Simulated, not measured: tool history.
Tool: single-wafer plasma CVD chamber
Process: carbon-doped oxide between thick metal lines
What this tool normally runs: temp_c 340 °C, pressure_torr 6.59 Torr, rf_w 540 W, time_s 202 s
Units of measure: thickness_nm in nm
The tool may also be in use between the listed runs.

run,day,temp_c,pressure_torr,rf_w,time_s,wafers since the last listed run,hours since the last thermocouple change,hours since the last RF generator calibration,hours since the last manometer calibration,hours since the showerhead was replaced,hours since the gauge calibration,"read-back reference wafer on the same gauge, thickness_nm",thickness_nm
1,0.000,340,6.59,455,227,0,510.3,663.5,157.2,7202.8,2616.1,1371.386,1100.557
2,4.162,340,6.59,540,176,1103,610.2,763.4,257.1,7302.7,2716.0,1367.889,978.689
3,8.350,340,6.59,540,176,1109,710.7,863.9,357.6,7403.2,2816.5,1369.881,976.302
# day 9.854: RF generator calibrated
4,12.075,340,6.59,540,176,899,800.1,53.3,447.0,7492.6,2905.9,1370.035,1013.379
5,14.471,340,6.59,540,202,635,857.6,110.8,504.5,7550.1,2963.4,1369.947,1149.452
6,17.200,340,6.59,540,202,723,923.1,176.3,570.0,7615.6,3028.9,1368.882,1142.080
# day 20.704: gauge calibrated
7,20.858,340,6.59,540,202,969,1010.9,264.1,657.8,7703.4,3.7,1372.393,1147.365
# day 22.067: thermocouple changed; heater temperature recalibrated
8,24.500,340,5.52,455,202,876,58.4,351.5,745.2,7790.8,91.1,1370.796,979.260
# day 26.838: showerhead replaced, of another model than before
9,27.346,354,7.53,445,202,665,126.7,419.8,813.5,12.2,159.4,1368.905,866.558
10,29.012,340,6.59,645,202,441,166.7,459.8,853.5,52.2,199.4,1369.830,1319.311
11,30.600,348,6.59,450,230,420,204.8,497.9,891.6,90.3,237.5,1369.781,995.148
12,33.017,330,7.62,540,166,640,262.8,555.9,949.6,148.3,295.5,1370.748,948.547
13,35.400,348,8.09,540,192,631,320.0,613.1,1006.8,205.5,352.7,1369.914,1058.622
14,38.404,350,5.88,475,202,796,392.1,685.2,1078.9,277.6,424.8,1370.179,911.602
# day 40.300: RF generator calibrated
15,41.525,340,6.59,540,202,738,467.0,29.4,1153.8,352.5,499.7,1369.112,1155.377
16,45.704,340,7.14,540,163,1107,567.3,129.7,1254.1,452.8,600.0,1369.383,926.620
# day 48.217: capacitance manometer re-zeroed and calibrated
17,50.196,349,5.08,620,233,1102,675.1,237.5,47.5,560.6,707.8,1372.098,1367.500
18,53.692,325,5.48,455,235,926,759.0,321.4,131.4,644.5,791.7,1370.131,1072.124
19,56.796,334,6.04,540,202,822,833.5,395.9,205.9,719.0,866.2,1369.463,1121.930
# day 57.312: thermocouple changed; heater temperature recalibrated
20,58.983,340,7.14,540,163,491,40.1,448.4,258.4,771.5,918.7,1370.496,903.159
21,61.804,340,6.59,540,202,747,107.8,516.1,326.1,839.2,986.4,1369.556,1111.440
22,64.542,340,6.59,540,202,725,173.5,581.8,391.8,904.9,1052.1,1369.285,1108.867
23,66.833,340,6.59,625,182,607,228.5,636.8,446.8,959.9,1107.1,1371.515,1146.137
24,68.450,340,6.59,540,202,428,267.3,675.6,485.6,998.7,1145.9,1370.816,1115.423
25,71.812,340,6.59,540,202,891,348.0,756.3,566.3,1079.4,1226.6,1368.198,1105.493
26,75.208,340,6.59,605,213,900,429.5,837.8,647.8,1160.9,1308.1,1371.124,1301.777
27,77.588,336,5.30,435,202,630,486.6,894.9,704.9,1218.0,1365.2,1370.145,814.026
# day 79.046: RF generator calibrated
28,79.558,340,6.59,540,202,434,533.9,12.3,752.2,1265.3,1412.5,1371.927,1165.524

Each row is a separate what-if for the run after 28, all from the same tool condition, not one after another. Results?
A,79.579,326,6.59,540,202,5,534.4,12.8,752.7,1265.8,1413.0,?,?
B,79.579,326,5.03,585,202,5,534.4,12.8,752.7,1265.8,1413.0,?,?
C,79.579,353,7.87,635,234,5,534.4,12.8,752.7,1265.8,1413.0,?,?
D,79.579,327,5.51,635,232,5,534.4,12.8,752.7,1265.8,1413.0,?,?

run,"read-back reference wafer on the same gauge, thickness_nm",thickness_nm
A,1370.356,1199.538
B,1370.356,1212.523
C,1370.356,1531.680
D,1370.356,1529.865
Stripped of hidden state, with their random variation kept, the same runs would have yielded:
run,thickness_nm
A,1210.898
B,1223.648
C,1545.331
D,1543.500
